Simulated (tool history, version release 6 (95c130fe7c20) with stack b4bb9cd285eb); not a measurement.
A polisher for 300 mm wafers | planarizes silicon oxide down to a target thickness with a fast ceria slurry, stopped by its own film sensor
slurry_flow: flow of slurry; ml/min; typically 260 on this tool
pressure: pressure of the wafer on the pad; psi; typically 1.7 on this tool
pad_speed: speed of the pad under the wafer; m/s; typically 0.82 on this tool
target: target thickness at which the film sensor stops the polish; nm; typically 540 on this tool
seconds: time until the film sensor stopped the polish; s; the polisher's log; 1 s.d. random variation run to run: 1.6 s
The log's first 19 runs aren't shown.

run	hour	slurry_flow	pressure	pad_speed	target	wafers since the last listed run	wafers polished on this pad	hours since the slurry nozzle was cleaned	hours since the head pressure was calibrated	incoming thickness of the incoming film, nm	seconds
20	1376.1	260	1.7	0.82	540	480	486	828.3	976.7	1344.9	111.1
# hour 1408.0: slurry nozzle cleaned
21	1461.3	260	1.7	0.96	781	585	1072	53.3	1061.9	1373.4	71.5
22	1518.0	200	1.7	0.58	540	394	1466	110.0	1118.6	1358.2	151.9
23	1588.1	185	1.7	1.02	540	487	1953	180.1	1188.7	1357.6	94.1
24	1680.3	260	1.7	0.82	635	641	2594	272.3	1280.9	1375.4	102.0
25	1741.3	260	1.7	0.82	540	424	3018	333.3	1341.9	1374.3	114.1
# hour 1829.4: head pressure recalibrated
26	2048.7	260	1.4	0.56	767	2123	5141	640.7	219.3	1363.0	124.3
27	2090.6	260	1.7	0.82	540	291	5433	682.6	261.2	1370.6	112.3
# hour 2099.5: worn pad replaced by a new one
28	2157.2	325	2.2	0.68	442	435	401	749.2	327.8	1384.0	126.4
29	2232.9	260	1.7	1.02	420	526	927	824.9	403.5	1368.3	107.0
30	2318.1	260	1.2	0.92	453	592	1519	910.1	488.7	1349.5	139.6
31	2391.2	260	1.7	1.04	343	508	2028	983.2	561.8	1361.0	115.1
# hour 2405.1: slurry nozzle cleaned
32	2497.6	260	1.7	0.82	727	732	2760	92.5	668.2	1387.3	92.0
33	2545.9	260	1.7	0.82	540	335	3096	140.8	716.5	1389.1	116.3
34	2602.3	260	1.7	0.64	540	392	3488	197.2	772.9	1385.8	141.8
35	2688.8	260	1.7	0.82	685	601	4090	283.7	859.4	1382.9	97.1
36	2749.8	260	1.7	0.82	625	424	4514	344.7	920.4	1363.5	101.1
# hour 2820.7: worn pad replaced by a new one
37	2827.8	260	2.2	0.82	540	514	49	422.7	998.4	1341.5	92.9

Branching from run 37: 4 alternative next runs. What would each branch give?
A	2828.2	260	1.7	1.06	540	2	52	423.1	998.8	1374.0	?
B	2828.2	260	1.2	0.82	540	2	52	423.1	998.8	1374.0	?
C	2828.2	340	1.5	0.66	396	2	52	423.1	998.8	1374.0	?
D	2828.2	340	2.0	0.96	540	2	52	423.1	998.8	1374.0	?

run	seconds
A	91.6
B	138.5
C	169.2
D	88.8
With no hidden state in the tool, these same runs would have given:
run	seconds
A	91.6
B	138.5
C	169.2
D	88.8

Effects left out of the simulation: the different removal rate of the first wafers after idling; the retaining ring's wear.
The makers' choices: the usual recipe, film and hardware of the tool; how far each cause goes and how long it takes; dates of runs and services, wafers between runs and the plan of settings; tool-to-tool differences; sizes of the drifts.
